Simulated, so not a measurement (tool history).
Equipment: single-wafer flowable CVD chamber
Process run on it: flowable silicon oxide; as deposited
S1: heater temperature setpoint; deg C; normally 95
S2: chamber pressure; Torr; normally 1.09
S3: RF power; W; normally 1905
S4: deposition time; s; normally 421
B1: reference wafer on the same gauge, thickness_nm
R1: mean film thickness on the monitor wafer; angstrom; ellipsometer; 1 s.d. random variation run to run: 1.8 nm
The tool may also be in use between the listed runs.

run	hour	S1	S2	S3	S4	B1	R1
1	0.0	95	1.09	1905	421	423.027	4415.93
2	28.6	95	1.09	1615	372	423.101	3777.67
3	59.9	95	1.09	1615	372	423.009	3756.58
4	89.5	95	1.09	1905	465	423.016	4874.09
# hour 109.1: gauge calibrated
5	118.1	95	1.09	1905	465	422.885	4892.29
# hour 152.2: capacitance manometer re-zeroed and calibrated
6	152.5	95	1.09	1905	421	422.591	4408.18
7	170.0	95	1.09	1905	459	423.241	4788.51
8	197.2	95	1.36	2190	445	422.955	5963.83
9	228.4	99	1.09	1905	421	422.753	3884.08
10	262.0	82	1.25	1665	500	422.791	8807.49
11	288.6	95	1.32	1905	495	422.932	6274.72
# hour 332.3: thermocouple changed; heater temperature recalibrated
# hour 334.6: RF generator calibrated
12	370.8	95	1.09	1990	421	422.643	4624.41
13	395.6	95	1.09	1905	421	423.118	4561.27
14	420.2	85	1.20	1565	496	423.373	7767.38
15	458.1	82	1.17	1905	460	423.055	8001.31
16	485.1	95	1.36	1905	471	423.186	6336.12
17	509.5	95	1.09	1675	448	423.211	4682.32
18	536.8	95	1.09	1905	421	422.768	4497.89
19	554.1	95	0.89	1770	492	422.734	4170.15
20	575.2	95	1.09	2100	421	423.158	4556.10
21	587.8	95	1.09	1755	388	423.125	4071.85
22	618.8	103	1.09	1905	482	423.378	3889.61
23	648.0	102	1.25	1905	340	423.013	3276.29
24	679.0	103	1.32	2040	399	422.925	3960.08
25	705.9	81	0.94	2005	472	422.719	6746.03
26	718.9	95	1.09	1905	472	423.178	4986.94
27	741.3	88	1.09	1775	421	422.877	5552.30

Predict the results of run 28:
28	774.6	95	0.91	1905	421	?	?

B1: 422.582
R1: 3685.10 angstrom
Without the tool's hidden state the same run would have given R1 3829.20 angstrom.

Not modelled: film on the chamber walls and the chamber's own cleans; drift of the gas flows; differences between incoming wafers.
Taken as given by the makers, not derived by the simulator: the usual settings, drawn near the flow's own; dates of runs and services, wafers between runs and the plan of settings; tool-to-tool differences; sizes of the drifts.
